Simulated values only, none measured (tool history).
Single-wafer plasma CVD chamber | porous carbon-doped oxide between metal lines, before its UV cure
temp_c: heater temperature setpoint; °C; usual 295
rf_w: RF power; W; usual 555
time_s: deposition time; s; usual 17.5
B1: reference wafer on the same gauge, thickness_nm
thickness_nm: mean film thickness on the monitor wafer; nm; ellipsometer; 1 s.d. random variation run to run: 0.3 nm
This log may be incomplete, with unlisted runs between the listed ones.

Run 1, hour 0.0: usual settings; B1 104.073. Result: thickness_nm 93.776 nm.
Run 2, hour 16.2: usual settings; B1 103.986. Result: thickness_nm 93.259 nm.
Run 3, hour 47.7: usual settings; B1 104.014. Result: thickness_nm 93.559 nm.
Run 4, hour 81.9: usual settings but temp_c 290 °C, rf_w 610 W; B1 104.033. Result: thickness_nm 104.640 nm.
Run 5, hour 106.0: usual settings but time_s 15.8 s; B1 103.987. Result: thickness_nm 84.933 nm.
Run 6, hour 118.8: usual settings but temp_c 303 °C; B1 103.977. Result: thickness_nm 89.072 nm.
At hour 143.6: gauge calibrated.
Run 7, hour 153.8: usual settings but temp_c 303 °C; B1 104.019. Result: thickness_nm 88.787 nm.
Run 8, hour 182.3: usual settings but temp_c 303 °C; B1 103.985. Result: thickness_nm 88.478 nm.
Run 9, hour 206.5: usual settings but temp_c 299 °C, time_s 16.3 s; B1 104.066. Result: thickness_nm 84.745 nm.
Run 10, hour 218.6: usual settings but temp_c 282 °C, rf_w 470 W, time_s 14.6 s; B1 104.050. Result: thickness_nm 71.664 nm.
At hour 238.9: thermocouple changed; heater temperature recalibrated.
Run 11, hour 252.3: usual settings; B1 103.987. Result: thickness_nm 93.031 nm.
At hour 273.9: showerhead replaced.
Run 12, hour 274.4: usual settings but temp_c 290 °C, rf_w 450 W; B1 104.098. Result: thickness_nm 77.316 nm.
Run 13, hour 287.1: usual settings but temp_c 286 °C, rf_w 495 W, time_s 14.3 s; B1 104.013. Result: thickness_nm 72.786 nm.
At hour 310.8: RF generator calibrated.
Run 14, hour 312.6: usual settings but temp_c 306 °C, rf_w 490 W, time_s 16.5 s; B1 103.986. Result: thickness_nm 78.538 nm.
Run 15, hour 335.8: usual settings but temp_c 307 °C, time_s 19.3 s; B1 103.955. Result: thickness_nm 101.797 nm.
At hour 346.1: gauge calibrated.
Run 16, hour 348.3: usual settings but temp_c 306 °C, rf_w 610 W; B1 103.989. Result: thickness_nm 100.797 nm.
Run 17, hour 373.4: usual settings but time_s 15.8 s; B1 104.051. Result: thickness_nm 90.443 nm.
Run 18, hour 392.8: usual settings but temp_c 284 °C, rf_w 605 W, time_s 14.8 s; B1 104.036. Result: thickness_nm 98.283 nm.

Consider 3 possible next runs. They are alternatives, not a sequence: every one starts from the tool as it was left by run 18. What does each give?
Run A, hour 393.2: usual settings but rf_w 605 W; B1 ?. Result: thickness_nm ?.
Run B, hour 393.2: usual settings but temp_c 285 °C, time_s 19.8 s; B1 ?. Result: thickness_nm ?.
Run C, hour 393.2: usual settings but rf_w 630 W; B1 ?. Result: thickness_nm ?.

run       B1  thickness_nm
  A  103.963       106.833
  B  103.963       119.520
  C  103.963       110.579
The same runs, with their run-to-run variation unchanged, on a tool lacking any hidden condition would have given:
run  thickness_nm
  A       108.691
  B       121.628
  C       112.492
